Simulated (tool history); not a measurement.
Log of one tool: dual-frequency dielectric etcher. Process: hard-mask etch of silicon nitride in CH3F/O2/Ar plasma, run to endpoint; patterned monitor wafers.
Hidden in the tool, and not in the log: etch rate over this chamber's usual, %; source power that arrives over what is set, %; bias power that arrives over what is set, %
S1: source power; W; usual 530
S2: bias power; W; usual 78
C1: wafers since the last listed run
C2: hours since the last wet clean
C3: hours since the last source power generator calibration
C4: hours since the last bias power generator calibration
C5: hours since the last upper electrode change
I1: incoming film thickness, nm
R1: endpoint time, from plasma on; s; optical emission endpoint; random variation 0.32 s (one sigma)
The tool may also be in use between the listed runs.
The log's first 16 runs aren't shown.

run,day,S1,S2,C1,C2,C3,C4,C5,I1,R1
17,39.017,580,91,379,39.6,1482.2,94.9,393,48.17,55.4
18,41.171,600,96,501,91.3,1533.9,146.6,444.7,47.84,52.3
19,43.2,620,60,472,140,1582.6,195.3,493.4,47.98,66.8
20,45.446,530,78,522,193.9,1636.5,249.2,547.3,48.13,61.8
21,47.921,460,63,575,253.3,1695.9,308.6,606.7,48.9,75.4
# day 49.754: source power generator calibrated
22,49.879,530,63,416,300.3,3,355.6,653.7,48.32,69.4
23,51.746,410,88,434,345.1,47.8,400.4,698.5,48.69,64.6
24,54.067,530,78,540,400.8,103.5,456.1,754.2,48.59,61.2
# day 55.667: wet clean of the chamber
25,55.688,620,96,144,0.5,142.4,495,793.1,47.89,51.4
26,58.204,620,60,585,60.9,202.8,555.4,853.5,48.13,66.8
27,60.442,460,61,520,114.6,256.5,609.1,907.2,47.98,75.2
28,61.917,430,89,343,150,291.9,644.5,942.6,48.36,62.7
29,63.354,480,83,334,184.5,326.4,679,977.1,48.01,60.9
30,64.825,530,78,342,219.8,361.7,714.3,1012.4,48.19,61.1

4 ways to go on from here, each from the tool as it stands after run 30. What would each give?
A,64.842,530,78,3,220.2,362.1,714.7,1012.8,47.64,?
B,64.842,480,96,3,220.2,362.1,714.7,1012.8,47.64,?
C,64.842,530,91,3,220.2,362.1,714.7,1012.8,47.64,?
D,64.842,580,78,3,220.2,362.1,714.7,1012.8,47.64,?

run,R1
A,60.6
B,56.6
C,55.8
D,58.4
Without the tool's hidden state the same runs would have given:
run,R1
A,61.6
B,57.5
C,56.7
D,59.3

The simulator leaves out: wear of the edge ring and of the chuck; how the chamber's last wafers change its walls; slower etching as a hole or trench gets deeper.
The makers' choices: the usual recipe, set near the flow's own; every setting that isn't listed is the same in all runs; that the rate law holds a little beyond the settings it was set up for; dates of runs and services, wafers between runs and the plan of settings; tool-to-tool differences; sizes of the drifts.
